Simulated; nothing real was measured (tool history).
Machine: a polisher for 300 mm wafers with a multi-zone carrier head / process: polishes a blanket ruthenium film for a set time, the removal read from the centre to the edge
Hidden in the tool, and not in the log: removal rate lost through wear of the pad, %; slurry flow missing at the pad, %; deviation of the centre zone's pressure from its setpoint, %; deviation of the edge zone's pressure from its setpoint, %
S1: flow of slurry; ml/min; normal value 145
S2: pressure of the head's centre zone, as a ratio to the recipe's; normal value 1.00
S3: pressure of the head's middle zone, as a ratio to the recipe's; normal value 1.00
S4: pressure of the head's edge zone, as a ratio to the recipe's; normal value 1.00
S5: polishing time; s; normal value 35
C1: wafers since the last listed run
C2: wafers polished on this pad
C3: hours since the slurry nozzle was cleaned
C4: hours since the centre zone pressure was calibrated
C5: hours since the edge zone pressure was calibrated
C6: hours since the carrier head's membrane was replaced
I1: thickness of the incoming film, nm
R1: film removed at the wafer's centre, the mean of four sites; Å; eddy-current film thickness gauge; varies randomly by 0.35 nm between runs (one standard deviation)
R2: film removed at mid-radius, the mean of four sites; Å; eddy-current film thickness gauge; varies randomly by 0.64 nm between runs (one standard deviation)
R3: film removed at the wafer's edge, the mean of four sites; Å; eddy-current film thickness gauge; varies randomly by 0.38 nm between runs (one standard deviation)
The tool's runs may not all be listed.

Run 1, day 0.000: usual settings but S2 1.04, S5 41 s; C1 0; C2 3570; C3 639.5; C4 596.9; C5 473.1; C6 707.1; I1 369.6. Result: R1 536 Å, R2 537 Å, R3 537 Å.
At day 0.338: slurry nozzle cleaned.
Run 2, day 2.229: usual settings but S2 1.04, S5 41 s; C1 902; C2 4473; C3 45.4; C4 650.4; C5 526.6; C6 760.6; I1 367.9. Result: R1 537 Å, R2 523 Å, R3 541 Å.
Run 3, day 4.621: usual settings; C1 986; C2 5459; C3 102.8; C4 707.8; C5 584.0; C6 818.0; I1 366.3. Result: R1 440 Å, R2 446 Å, R3 461 Å.
At day 6.038: worn pad replaced by a new one.
At day 6.217: carrier head's membrane replaced by a new one.
Run 4, day 6.238: usual settings; C1 524; C2 9; C3 141.6; C4 746.6; C5 622.8; C6 0.5; I1 369.7. Result: R1 443 Å, R2 440 Å, R3 460 Å.
Run 5, day 7.929: usual settings; C1 697; C2 706; C3 182.2; C4 787.2; C5 663.4; C6 41.1; I1 372.9. Result: R1 449 Å, R2 445 Å, R3 462 Å.
At day 8.242: edge zone pressure recalibrated.
Run 6, day 9.192: usual settings but S5 43 s; C1 486; C2 1193; C3 212.5; C4 817.5; C5 22.8; C6 71.4; I1 375.0. Result: R1 546 Å, R2 553 Å, R3 566 Å.
Run 7, day 10.950: usual settings; C1 725; C2 1918; C3 254.7; C4 859.7; C5 65.0; C6 113.6; I1 374.7. Result: R1 449 Å, R2 449 Å, R3 466 Å.
Run 8, day 13.921: usual settings but S1 105 ml/min, S2 1.04, S3 1.08, S4 1.03; C1 1225; C2 3143; C3 326.0; C4 931.0; C5 136.3; C6 184.9; I1 368.8. Result: R1 409 Å, R2 442 Å, R3 441 Å.
Run 9, day 16.000: usual settings but S2 0.96, S5 46 s; C1 857; C2 4001; C3 375.9; C4 980.9; C5 186.2; C6 234.8; I1 366.4. Result: R1 577 Å, R2 608 Å, R3 613 Å.
At day 17.800: worn pad replaced by a new one.
Run 10, day 18.288: usual settings but S2 1.11, S3 0.96, S4 0.94; C1 874; C2 201; C3 430.8; C4 1035.8; C5 241.1; C6 289.7; I1 373.2. Result: R1 476 Å, R2 439 Å, R3 445 Å.
Run 11, day 19.775: usual settings but S2 1.04, S5 41 s; C1 613; C2 815; C3 466.5; C4 1071.5; C5 276.8; C6 325.4; I1 378.0. Result: R1 538 Å, R2 522 Å, R3 544 Å.

What does the tool deliver on the next run?
At day 20.900: centre zone pressure recalibrated.
Run 12, day 21.912: usual settings but S2 1.08, S5 39 s; C1 847; C2 1662; C3 517.8; C4 24.3; C5 328.1; C6 376.7; I1 373.1. Result: R1 ?, R2 ?, R3 ?.

{"run 12": {"R1": 523, "R2": 504, "R3": 509}}
Without the tool's hidden state the same run would have given R1 523 Å, R2 504 Å, R3 509 Å.
